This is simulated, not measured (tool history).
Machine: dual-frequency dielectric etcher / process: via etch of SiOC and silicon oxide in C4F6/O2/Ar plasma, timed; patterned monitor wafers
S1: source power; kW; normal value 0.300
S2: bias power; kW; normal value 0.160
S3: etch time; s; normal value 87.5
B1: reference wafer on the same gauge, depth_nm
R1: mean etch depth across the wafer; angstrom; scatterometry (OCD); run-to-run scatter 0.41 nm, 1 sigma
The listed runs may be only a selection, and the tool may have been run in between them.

{"run": 1, "day": 0.0, "S1": 0.3, "S2": 0.16, "S3": 87.5, "B1": 84.4, "R1": 988}
{"day": 0.992, "done": "bias power generator calibrated"}
{"day": 1.121, "done": "source power generator calibrated"}
{"run": 2, "day": 1.246, "S1": 0.35, "S2": 0.16, "S3": 87.5, "B1": 84.4, "R1": 1082}
{"run": 3, "day": 2.658, "S1": 0.35, "S2": 0.16, "S3": 87.5, "B1": 84.4, "R1": 1081}
{"run": 4, "day": 3.904, "S1": 0.35, "S2": 0.16, "S3": 87.5, "B1": 84.4, "R1": 1078}
{"run": 5, "day": 4.488, "S1": 0.24, "S2": 0.168, "S3": 87.5, "B1": 84.3, "R1": 861}
{"run": 6, "day": 5.133, "S1": 0.33, "S2": 0.16, "S3": 87.5, "B1": 84.5, "R1": 1037}
{"run": 7, "day": 6.579, "S1": 0.3, "S2": 0.16, "S3": 87.5, "B1": 84.4, "R1": 979}
{"run": 8, "day": 8.033, "S1": 0.3, "S2": 0.127, "S3": 87.5, "B1": 84.5, "R1": 930}
{"run": 9, "day": 9.425, "S1": 0.26, "S2": 0.13, "S3": 108.0, "B1": 84.4, "R1": 1047}
{"run": 10, "day": 10.462, "S1": 0.36, "S2": 0.194, "S3": 87.5, "B1": 84.4, "R1": 1151}
{"run": 11, "day": 11.338, "S1": 0.36, "S2": 0.195, "S3": 109.5, "B1": 84.4, "R1": 1437}
{"day": 12.546, "done": "upper electrode replaced"}
{"run": 12, "day": 12.567, "S1": 0.34, "S2": 0.145, "S3": 101.0, "B1": 84.4, "R1": 1190}
{"run": 13, "day": 12.642, "S1": 0.26, "S2": 0.191, "S3": 73.5, "B1": 84.4, "R1": 795}
{"run": 14, "day": 13.575, "S1": 0.32, "S2": 0.187, "S3": 87.5, "B1": 84.4, "R1": 1067}
{"run": 15, "day": 14.196, "S1": 0.3, "S2": 0.16, "S3": 102.5, "B1": 84.4, "R1": 1157}
{"run": 16, "day": 15.412, "S1": 0.38, "S2": 0.15, "S3": 97.5, "B1": 84.3, "R1": 1240}
{"run": 17, "day": 16.454, "S1": 0.22, "S2": 0.18, "S3": 65.5, "B1": 84.3, "R1": 614}

The next listed run, before its measurement:
{"run": 18, "day": 17.617, "S1": 0.3, "S2": 0.16, "S3": 87.5, "B1": "?", "R1": "?"}

{"run 18": {"B1": 84.4, "R1": 982}}
Without the tool's hidden state the same run would have given R1 982 angstrom.
